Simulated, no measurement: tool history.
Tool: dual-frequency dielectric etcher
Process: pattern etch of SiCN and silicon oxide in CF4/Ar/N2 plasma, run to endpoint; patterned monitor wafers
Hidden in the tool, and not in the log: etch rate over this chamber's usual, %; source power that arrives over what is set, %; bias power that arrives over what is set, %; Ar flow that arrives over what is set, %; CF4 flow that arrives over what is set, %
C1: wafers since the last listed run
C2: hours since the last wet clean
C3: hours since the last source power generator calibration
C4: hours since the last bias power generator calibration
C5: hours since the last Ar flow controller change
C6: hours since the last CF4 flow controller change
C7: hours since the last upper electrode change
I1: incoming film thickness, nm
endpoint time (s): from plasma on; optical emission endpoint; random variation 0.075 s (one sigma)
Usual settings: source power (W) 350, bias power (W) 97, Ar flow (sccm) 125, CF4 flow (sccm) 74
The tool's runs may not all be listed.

{"run": 1, "hour": 0.0, "source power (W)": 350, "bias power (W)": 97, "Ar flow (sccm)": 125, "CF4 flow (sccm)": 74, "C1": 0, "C2": 235.7, "C3": 4148.4, "C4": 2839.2, "C5": 3953.3, "C6": 3197.0, "C7": 33.9, "I1": 13.87, "endpoint time (s)": 18.2}
{"hour": 18.2, "done": "source power generator calibrated"}
{"run": 2, "hour": 61.3, "source power (W)": 350, "bias power (W)": 97, "Ar flow (sccm)": 136, "CF4 flow (sccm)": 74, "C1": 955, "C2": 297.0, "C3": 43.1, "C4": 2900.5, "C5": 4014.6, "C6": 3258.3, "C7": 95.2, "I1": 13.95, "endpoint time (s)": 19.4}
{"run": 3, "hour": 103.8, "source power (W)": 350, "bias power (W)": 97, "Ar flow (sccm)": 136, "CF4 flow (sccm)": 74, "C1": 708, "C2": 339.5, "C3": 85.6, "C4": 2943.0, "C5": 4057.1, "C6": 3300.8, "C7": 137.7, "I1": 13.85, "endpoint time (s)": 19.2}
{"run": 4, "hour": 168.7, "source power (W)": 350, "bias power (W)": 97, "Ar flow (sccm)": 125, "CF4 flow (sccm)": 74, "C1": 1081, "C2": 404.4, "C3": 150.5, "C4": 3007.9, "C5": 4122.0, "C6": 3365.7, "C7": 202.6, "I1": 14.01, "endpoint time (s)": 18.9}
{"run": 5, "hour": 195.8, "source power (W)": 350, "bias power (W)": 97, "Ar flow (sccm)": 125, "CF4 flow (sccm)": 74, "C1": 451, "C2": 431.5, "C3": 177.6, "C4": 3035.0, "C5": 4149.1, "C6": 3392.8, "C7": 229.7, "I1": 13.86, "endpoint time (s)": 18.7}
{"hour": 255.7, "done": "wet clean of the chamber"}
{"run": 6, "hour": 267.1, "source power (W)": 350, "bias power (W)": 97, "Ar flow (sccm)": 105, "CF4 flow (sccm)": 74, "C1": 788, "C2": 11.4, "C3": 248.9, "C4": 3106.3, "C5": 4220.4, "C6": 3464.1, "C7": 301.0, "I1": 13.94, "endpoint time (s)": 18.2}
{"run": 7, "hour": 337.8, "source power (W)": 350, "bias power (W)": 97, "Ar flow (sccm)": 125, "CF4 flow (sccm)": 74, "C1": 1178, "C2": 82.1, "C3": 319.6, "C4": 3177.0, "C5": 4291.1, "C6": 3534.8, "C7": 371.7, "I1": 13.78, "endpoint time (s)": 18.7}
{"run": 8, "hour": 385.2, "source power (W)": 350, "bias power (W)": 97, "Ar flow (sccm)": 101, "CF4 flow (sccm)": 74, "C1": 790, "C2": 129.5, "C3": 367.0, "C4": 3224.4, "C5": 4338.5, "C6": 3582.2, "C7": 419.1, "I1": 14.1, "endpoint time (s)": 18.2}
{"hour": 475.3, "done": "Ar flow controller replaced"}
{"run": 9, "hour": 498.9, "source power (W)": 350, "bias power (W)": 97, "Ar flow (sccm)": 101, "CF4 flow (sccm)": 74, "C1": 1795, "C2": 243.2, "C3": 480.7, "C4": 3338.1, "C5": 23.6, "C6": 3695.9, "C7": 532.8, "I1": 13.87, "endpoint time (s)": 17.8}
{"hour": 536.4, "done": "bias power generator calibrated"}
{"run": 10, "hour": 570.0, "source power (W)": 350, "bias power (W)": 97, "Ar flow (sccm)": 125, "CF4 flow (sccm)": 74, "C1": 1118, "C2": 314.3, "C3": 551.8, "C4": 33.6, "C5": 94.7, "C6": 3767.0, "C7": 603.9, "I1": 14.08, "endpoint time (s)": 19.0}
{"run": 11, "hour": 624.1, "source power (W)": 350, "bias power (W)": 116, "Ar flow (sccm)": 125, "CF4 flow (sccm)": 74, "C1": 901, "C2": 368.4, "C3": 605.9, "C4": 87.7, "C5": 148.8, "C6": 3821.1, "C7": 658.0, "I1": 13.93, "endpoint time (s)": 17.7}
{"hour": 658.1, "done": "wet clean of the chamber"}
{"hour": 677.0, "done": "CF4 flow controller replaced"}
{"run": 12, "hour": 836.1, "source power (W)": 350, "bias power (W)": 115, "Ar flow (sccm)": 117, "CF4 flow (sccm)": 74, "C1": 3033, "C2": 178.0, "C3": 817.9, "C4": 299.7, "C5": 360.8, "C6": 159.1, "C7": 870.0, "I1": 14.08, "endpoint time (s)": 17.7}
{"run": 13, "hour": 874.6, "source power (W)": 290, "bias power (W)": 97, "Ar flow (sccm)": 125, "CF4 flow (sccm)": 74, "C1": 641, "C2": 216.5, "C3": 856.4, "C4": 338.2, "C5": 399.3, "C6": 197.6, "C7": 908.5, "I1": 13.88, "endpoint time (s)": 21.8}
{"run": 14, "hour": 902.5, "source power (W)": 270, "bias power (W)": 97, "Ar flow (sccm)": 125, "CF4 flow (sccm)": 74, "C1": 465, "C2": 244.4, "C3": 884.3, "C4": 366.1, "C5": 427.2, "C6": 225.5, "C7": 936.4, "I1": 13.8, "endpoint time (s)": 23.2}
{"run": 15, "hour": 930.3, "source power (W)": 350, "bias power (W)": 84, "Ar flow (sccm)": 111, "CF4 flow (sccm)": 74, "C1": 463, "C2": 272.2, "C3": 912.1, "C4": 393.9, "C5": 455.0, "C6": 253.3, "C7": 964.2, "I1": 14.03, "endpoint time (s)": 19.3}
{"run": 16, "hour": 955.7, "source power (W)": 290, "bias power (W)": 77, "Ar flow (sccm)": 125, "CF4 flow (sccm)": 74, "C1": 423, "C2": 297.6, "C3": 937.5, "C4": 419.3, "C5": 480.4, "C6": 278.7, "C7": 989.6, "I1": 13.89, "endpoint time (s)": 23.8}
{"hour": 1094.9, "done": "wet clean of the chamber"}
{"run": 17, "hour": 1143.1, "source power (W)": 350, "bias power (W)": 76, "Ar flow (sccm)": 99, "CF4 flow (sccm)": 88, "C1": 2723, "C2": 48.2, "C3": 1124.9, "C4": 606.7, "C5": 667.8, "C6": 466.1, "C7": 1177.0, "I1": 13.9, "endpoint time (s)": 18.8}
{"run": 18, "hour": 1170.8, "source power (W)": 350, "bias power (W)": 97, "Ar flow (sccm)": 125, "CF4 flow (sccm)": 74, "C1": 461, "C2": 75.9, "C3": 1152.6, "C4": 634.4, "C5": 695.5, "C6": 493.8, "C7": 1204.7, "I1": 13.86, "endpoint time (s)": 18.7}
{"run": 19, "hour": 1234.2, "source power (W)": 350, "bias power (W)": 74, "Ar flow (sccm)": 155, "CF4 flow (sccm)": 74, "C1": 1056, "C2": 139.3, "C3": 1216.0, "C4": 697.8, "C5": 758.9, "C6": 557.2, "C7": 1268.1, "I1": 13.84, "endpoint time (s)": 21.5}
{"run": 20, "hour": 1285.1, "source power (W)": 430, "bias power (W)": 114, "Ar flow (sccm)": 142, "CF4 flow (sccm)": 66, "C1": 848, "C2": 190.2, "C3": 1266.9, "C4": 748.7, "C5": 809.8, "C6": 608.1, "C7": 1319.0, "I1": 13.93, "endpoint time (s)": 15.6}
{"run": 21, "hour": 1349.7, "source power (W)": 350, "bias power (W)": 97, "Ar flow (sccm)": 125, "CF4 flow (sccm)": 74, "C1": 1076, "C2": 254.8, "C3": 1331.5, "C4": 813.3, "C5": 874.4, "C6": 672.7, "C7": 1383.6, "I1": 13.86, "endpoint time (s)": 18.7}
{"run": 22, "hour": 1396.0, "source power (W)": 350, "bias power (W)": 110, "Ar flow (sccm)": 106, "CF4 flow (sccm)": 56, "C1": 771, "C2": 301.1, "C3": 1377.8, "C4": 859.6, "C5": 920.7, "C6": 719.0, "C7": 1429.9, "I1": 13.92, "endpoint time (s)": 17.9}
{"run": 23, "hour": 1437.1, "source power (W)": 310, "bias power (W)": 88, "Ar flow (sccm)": 111, "CF4 flow (sccm)": 60, "C1": 685, "C2": 342.2, "C3": 1418.9, "C4": 900.7, "C5": 961.8, "C6": 760.1, "C7": 1471.0, "I1": 13.82, "endpoint time (s)": 21.3}

Forecast each of these 5 alternatives for the next run:
{"run": "A", "hour": 1437.5, "source power (W)": 350, "bias power (W)": 97, "Ar flow (sccm)": 125, "CF4 flow (sccm)": 79, "C1": 6, "C2": 342.6, "C3": 1419.3, "C4": 901.1, "C5": 962.2, "C6": 760.5, "C7": 1471.4, "I1": 13.94, "endpoint time (s)": "?"}
{"run": "B", "hour": 1437.5, "source power (W)": 400, "bias power (W)": 84, "Ar flow (sccm)": 155, "CF4 flow (sccm)": 74, "C1": 6, "C2": 342.6, "C3": 1419.3, "C4": 901.1, "C5": 962.2, "C6": 760.5, "C7": 1471.4, "I1": 13.94, "endpoint time (s)": "?"}
{"run": "C", "hour": 1437.5, "source power (W)": 260, "bias power (W)": 97, "Ar flow (sccm)": 125, "CF4 flow (sccm)": 74, "C1": 6, "C2": 342.6, "C3": 1419.3, "C4": 901.1, "C5": 962.2, "C6": 760.5, "C7": 1471.4, "I1": 13.94, "endpoint time (s)": "?"}
{"run": "D", "hour": 1437.5, "source power (W)": 300, "bias power (W)": 97, "Ar flow (sccm)": 125, "CF4 flow (sccm)": 66, "C1": 6, "C2": 342.6, "C3": 1419.3, "C4": 901.1, "C5": 962.2, "C6": 760.5, "C7": 1471.4, "I1": 13.94, "endpoint time (s)": "?"}
{"run": "E", "hour": 1437.5, "source power (W)": 350, "bias power (W)": 104, "Ar flow (sccm)": 125, "CF4 flow (sccm)": 74, "C1": 6, "C2": 342.6, "C3": 1419.3, "C4": 901.1, "C5": 962.2, "C6": 760.5, "C7": 1471.4, "I1": 13.94, "endpoint time (s)": "?"}

run=A endpoint_time_(s)=18.7
run=B endpoint_time_(s)=18.5
run=C endpoint_time_(s)=24.3
run=D endpoint_time_(s)=21.8
run=E endpoint_time_(s)=18.4
Without the tool's hidden state the same runs would have given:
run=A endpoint_time_(s)=18.8
run=B endpoint_time_(s)=18.6
run=C endpoint_time_(s)=24.4
run=D endpoint_time_(s)=21.9
run=E endpoint_time_(s)=18.5
